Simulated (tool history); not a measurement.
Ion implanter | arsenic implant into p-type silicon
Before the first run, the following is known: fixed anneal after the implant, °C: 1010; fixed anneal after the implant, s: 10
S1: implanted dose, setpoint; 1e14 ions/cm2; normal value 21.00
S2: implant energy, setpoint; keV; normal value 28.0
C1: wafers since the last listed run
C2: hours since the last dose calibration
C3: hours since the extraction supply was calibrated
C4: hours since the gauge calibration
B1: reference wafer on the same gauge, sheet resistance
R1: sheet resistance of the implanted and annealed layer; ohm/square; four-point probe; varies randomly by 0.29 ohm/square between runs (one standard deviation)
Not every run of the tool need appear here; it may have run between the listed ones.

run 1 hour=0.0 | S1=21.00 S2=20.5 | C1=0 C2=510.8 C3=1220.8 C4=3386.4 | B1=105.21 | R1=104.67
run 2 hour=91.7 | S1=21.00 S2=28.0 | C1=1524 C2=602.5 C3=1312.5 C4=3478.1 | B1=105.05 | R1=91.38
run 3 hour=132.9 | S1=21.00 S2=28.0 | C1=684 C2=643.7 C3=1353.7 C4=3519.3 | B1=105.33 | R1=91.16
-- hour=212.8 Faraday cup replaced and dose calibrated
run 4 hour=217.6 | S1=21.00 S2=33.0 | C1=1274 C2=4.8 C3=1438.4 C4=3604.0 | B1=105.17 | R1=85.08
run 5 hour=315.6 | S1=21.00 S2=33.0 | C1=1628 C2=102.8 C3=1536.4 C4=3702.0 | B1=105.26 | R1=84.68
run 6 hour=388.4 | S1=21.00 S2=28.0 | C1=1210 C2=175.6 C3=1609.2 C4=3774.8 | B1=105.26 | R1=91.50
run 7 hour=463.0 | S1=21.00 S2=28.0 | C1=1240 C2=250.2 C3=1683.8 C4=3849.4 | B1=105.18 | R1=90.97
run 8 hour=557.3 | S1=21.00 S2=28.0 | C1=1567 C2=344.5 C3=1778.1 C4=3943.7 | B1=105.21 | R1=91.92
-- hour=607.1 gauge calibrated
run 9 hour=662.5 | S1=21.00 S2=28.0 | C1=1748 C2=449.7 C3=1883.3 C4=55.4 | B1=105.23 | R1=91.66
run 10 hour=755.7 | S1=21.00 S2=28.0 | C1=1549 C2=542.9 C3=1976.5 C4=148.6 | B1=105.12 | R1=91.93
run 11 hour=856.0 | S1=21.00 S2=28.0 | C1=1667 C2=643.2 C3=2076.8 C4=248.9 | B1=105.08 | R1=91.95
-- hour=899.8 Faraday cup replaced and dose calibrated
run 12 hour=900.3 | S1=21.00 S2=28.0 | C1=603 C2=0.5 C3=2121.1 C4=293.2 | B1=105.20 | R1=91.98
run 13 hour=969.6 | S1=25.59 S2=28.0 | C1=1151 C2=69.8 C3=2190.4 C4=362.5 | B1=105.19 | R1=89.12
run 14 hour=1061.0 | S1=21.00 S2=28.0 | C1=1519 C2=161.2 C3=2281.8 C4=453.9 | B1=105.25 | R1=92.12
run 15 hour=1206.7 | S1=21.00 S2=28.0 | C1=2421 C2=306.9 C3=2427.5 C4=599.6 | B1=105.21 | R1=91.42
run 16 hour=1264.4 | S1=21.00 S2=28.0 | C1=959 C2=364.6 C3=2485.2 C4=657.3 | B1=105.22 | R1=92.04
run 17 hour=1310.0 | S1=21.00 S2=28.0 | C1=757 C2=410.2 C3=2530.8 C4=702.9 | B1=105.19 | R1=92.45
run 18 hour=1397.6 | S1=23.48 S2=19.0 | C1=1456 C2=497.8 C3=2618.4 C4=790.5 | B1=105.24 | R1=106.90
run 19 hour=1464.7 | S1=21.00 S2=28.0 | C1=1115 C2=564.9 C3=2685.5 C4=857.6 | B1=105.26 | R1=92.05
-- hour=1509.5 Faraday cup replaced and dose calibrated
run 20 hour=1540.2 | S1=16.25 S2=28.0 | C1=1121 C2=30.7 C3=2761.0 C4=933.1 | B1=105.20 | R1=97.42
run 21 hour=1589.8 | S1=18.19 S2=34.5 | C1=824 C2=80.3 C3=2810.6 C4=982.7 | B1=105.16 | R1=86.28
run 22 hour=1626.7 | S1=25.56 S2=18.5 | C1=613 C2=117.2 C3=2847.5 C4=1019.6 | B1=105.21 | R1=106.87
run 23 hour=1706.9 | S1=26.20 S2=32.5 | C1=1333 C2=197.4 C3=2927.7 C4=1099.8 | B1=105.04 | R1=83.34
-- hour=1786.6 extraction supply calibrated
run 24 hour=1806.7 | S1=21.00 S2=28.0 | C1=1525 C2=297.2 C3=20.1 C4=1199.6 | B1=105.16 | R1=90.71
run 25 hour=1862.4 | S1=17.71 S2=32.0 | C1=925 C2=352.9 C3=75.8 C4=1255.3 | B1=105.13 | R1=89.22
run 26 hour=1921.9 | S1=23.09 S2=32.5 | C1=989 C2=412.4 C3=135.3 C4=1314.8 | B1=105.25 | R1=83.35
run 27 hour=2028.9 | S1=21.00 S2=28.0 | C1=1778 C2=519.4 C3=242.3 C4=1421.8 | B1=105.23 | R1=91.42
run 28 hour=2073.2 | S1=24.85 S2=35.0 | C1=736 C2=563.7 C3=286.6 C4=1466.1 | B1=105.26 | R1=79.37
run 29 hour=2131.9 | S1=21.00 S2=28.0 | C1=975 C2=622.4 C3=345.3 C4=1524.8 | B1=105.06 | R1=91.21
run 30 hour=2210.0 | S1=21.00 S2=31.0 | C1=1298 C2=700.5 C3=423.4 C4=1602.9 | B1=105.31 | R1=86.97
-- hour=2238.8 Faraday cup replaced and dose calibrated
run 31 hour=2259.4 | S1=21.00 S2=28.0 | C1=688 C2=20.6 C3=472.8 C4=1652.3 | B1=105.21 | R1=91.04
run 32 hour=2327.7 | S1=21.00 S2=32.0 | C1=1135 C2=88.9 C3=541.1 C4=1720.6 | B1=105.19 | R1=85.59
run 33 hour=2391.1 | S1=23.31 S2=35.0 | C1=1053 C2=152.3 C3=604.5 C4=1784.0 | B1=105.20 | R1=80.88
run 34 hour=2451.8 | S1=16.77 S2=23.0 | C1=1008 C2=213.0 C3=665.2 C4=1844.7 | B1=105.19 | R1=103.24
run 35 hour=2529.4 | S1=23.17 S2=36.5 | C1=1289 C2=290.6 C3=742.8 C4=1922.3 | B1=105.22 | R1=79.63
run 36 hour=2583.6 | S1=21.00 S2=28.0 | C1=900 C2=344.8 C3=797.0 C4=1976.5 | B1=105.19 | R1=91.46
run 37 hour=2654.3 | S1=26.55 S2=19.0 | C1=1175 C2=415.5 C3=867.7 C4=2047.2 | B1=105.25 | R1=104.74

Below are 4 alternative next runs, each starting from the tool's condition after run 37. Predict each:
run A hour=2654.7 | S1=21.00 S2=21.0 | C1=6 C2=415.9 C3=868.1 C4=2047.6 | B1=? | R1=?
run B hour=2654.7 | S1=25.90 S2=24.0 | C1=6 C2=415.9 C3=868.1 C4=2047.6 | B1=? | R1=?
run C hour=2654.7 | S1=21.00 S2=30.5 | C1=6 C2=415.9 C3=868.1 C4=2047.6 | B1=? | R1=?
run D hour=2654.7 | S1=16.95 S2=36.5 | C1=6 C2=415.9 C3=868.1 C4=2047.6 | B1=? | R1=?

run=A B1=105.23 R1=103.92
run=B B1=105.23 R1=95.51
run=C B1=105.23 R1=88.07
run=D B1=105.23 R1=85.99
Had the tool no hidden state, the same runs would have come out as:
run=A R1=103.68
run=B R1=95.27
run=C R1=87.85
run=D R1=85.81

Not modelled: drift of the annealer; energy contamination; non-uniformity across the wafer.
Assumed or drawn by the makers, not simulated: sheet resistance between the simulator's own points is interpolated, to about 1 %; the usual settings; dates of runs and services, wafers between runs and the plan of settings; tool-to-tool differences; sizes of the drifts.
